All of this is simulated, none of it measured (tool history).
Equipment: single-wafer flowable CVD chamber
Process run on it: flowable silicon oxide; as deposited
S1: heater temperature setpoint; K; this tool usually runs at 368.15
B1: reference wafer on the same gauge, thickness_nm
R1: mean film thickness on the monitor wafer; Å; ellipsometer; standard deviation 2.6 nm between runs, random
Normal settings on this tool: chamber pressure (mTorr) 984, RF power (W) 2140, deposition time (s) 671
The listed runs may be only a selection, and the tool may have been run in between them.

Run 1, day 0.000: usual settings; B1 571.772. Result: R1 6411.29 Å.
Run 2, day 3.517: usual settings but deposition time (s) 751; B1 571.400. Result: R1 7219.70 Å.
At day 6.771: RF generator calibrated.
Run 3, day 7.092: usual settings but deposition time (s) 751; B1 571.560. Result: R1 7227.00 Å.
Run 4, day 9.317: usual settings but deposition time (s) 751; B1 571.325. Result: R1 7227.11 Å.
Run 5, day 12.408: usual settings but S1 357.15 K, RF power (W) 1860, deposition time (s) 615; B1 571.817. Result: R1 7880.05 Å.
Run 6, day 16.054: usual settings; B1 571.712. Result: R1 6447.51 Å.
At day 23.692: capacitance manometer re-zeroed and calibrated, repeated, since the last time left the tool worse.
Run 7, day 27.646: usual settings but RF power (W) 2325, deposition time (s) 562; B1 572.218. Result: R1 5651.63 Å.
Run 8, day 31.296: usual settings but RF power (W) 2030; B1 571.787. Result: R1 6687.74 Å.
Run 9, day 35.475: usual settings but chamber pressure (mTorr) 1121; B1 572.363. Result: R1 7572.89 Å.
Run 10, day 37.333: usual settings; B1 570.799. Result: R1 6677.11 Å.
At day 41.683: RF generator calibrated.
Run 11, day 41.829: usual settings but S1 354.15 K, chamber pressure (mTorr) 908, RF power (W) 1965, deposition time (s) 609; B1 572.919. Result: R1 8174.42 Å.
Run 12, day 44.646: usual settings but RF power (W) 1835; B1 572.353. Result: R1 6609.12 Å.
Run 13, day 47.258: usual settings; B1 572.586. Result: R1 6703.82 Å.
Run 14, day 49.225: usual settings but chamber pressure (mTorr) 787; B1 571.594. Result: R1 5376.64 Å.
Run 15, day 52.642: usual settings but RF power (W) 2495; B1 571.722. Result: R1 6772.11 Å.
Run 16, day 56.933: usual settings but RF power (W) 1885, deposition time (s) 798; B1 572.460. Result: R1 7884.45 Å.
Run 17, day 58.704: usual settings but chamber pressure (mTorr) 1121; B1 571.689. Result: R1 7702.27 Å.
Run 18, day 63.071: usual settings; B1 571.502. Result: R1 6766.10 Å.
Run 19, day 66.988: usual settings but S1 381.15 K, chamber pressure (mTorr) 857, RF power (W) 1850, deposition time (s) 544; B1 572.667. Result: R1 3192.65 Å.
Run 20, day 68.692: usual settings; B1 571.493. Result: R1 6773.95 Å.
Run 21, day 72.546: usual settings but chamber pressure (mTorr) 1131; B1 571.257. Result: R1 7720.59 Å.
Run 22, day 74.096: usual settings but chamber pressure (mTorr) 1101, RF power (W) 1895, deposition time (s) 615; B1 571.520. Result: R1 6806.54 Å.
Run 23, day 77.871: usual settings; B1 571.214. Result: R1 6792.11 Å.
Run 24, day 79.417: usual settings but RF power (W) 2020; B1 572.162. Result: R1 6728.26 Å.
At day 82.504: RF generator calibrated.
Run 25, day 83.821: usual settings but chamber pressure (mTorr) 1070; B1 570.817. Result: R1 7418.73 Å.
Run 26, day 92.329: usual settings; B1 571.986. Result: R1 6760.73 Å.
Run 27, day 94.162: usual settings but S1 356.15 K; B1 572.432. Result: R1 9456.72 Å.
Run 28, day 97.588: usual settings but chamber pressure (mTorr) 876, deposition time (s) 584; B1 572.468. Result: R1 5274.85 Å.
Run 29, day 99.138: usual settings but RF power (W) 2380, deposition time (s) 544; B1 572.201. Result: R1 5605.28 Å.

How would selected steps in R1 from run to run divide? Give the signed amount a tool lacking its hidden state would still show from settings, what came in and random variation, and the signed amount left for the hidden state, including any gauge scatter that is not in both of the compared results.
Unlogged tool condition in this case: wafer temperature above the value expected at the setpoint (K); delivered RF power above the setpoint (%); true pressure above the setpoint (%); gauge reads high (%).
Run 6 -> 7: RF power (W) 2140 -> 2325, deposition time (s) 671 -> 562, capacitance manometer re-zeroed and calibrated, repeated, since the last time left the tool worse. R1 -795.88 Å: hidden state +207.98, all else -1003.86.
Run 19 -> 20: S1 381.15 -> 368.15, chamber pressure (mTorr) 857 -> 984, RF power (W) 1850 -> 2140, deposition time (s) 544 -> 671. R1 +3581.30 Å: hidden state +65.37, all else +3515.93.
Run 27 -> 28: S1 356.15 -> 368.15, chamber pressure (mTorr) 984 -> 876, deposition time (s) 671 -> 584. R1 -4181.87 Å: hidden state -100.96, all else -4080.91.
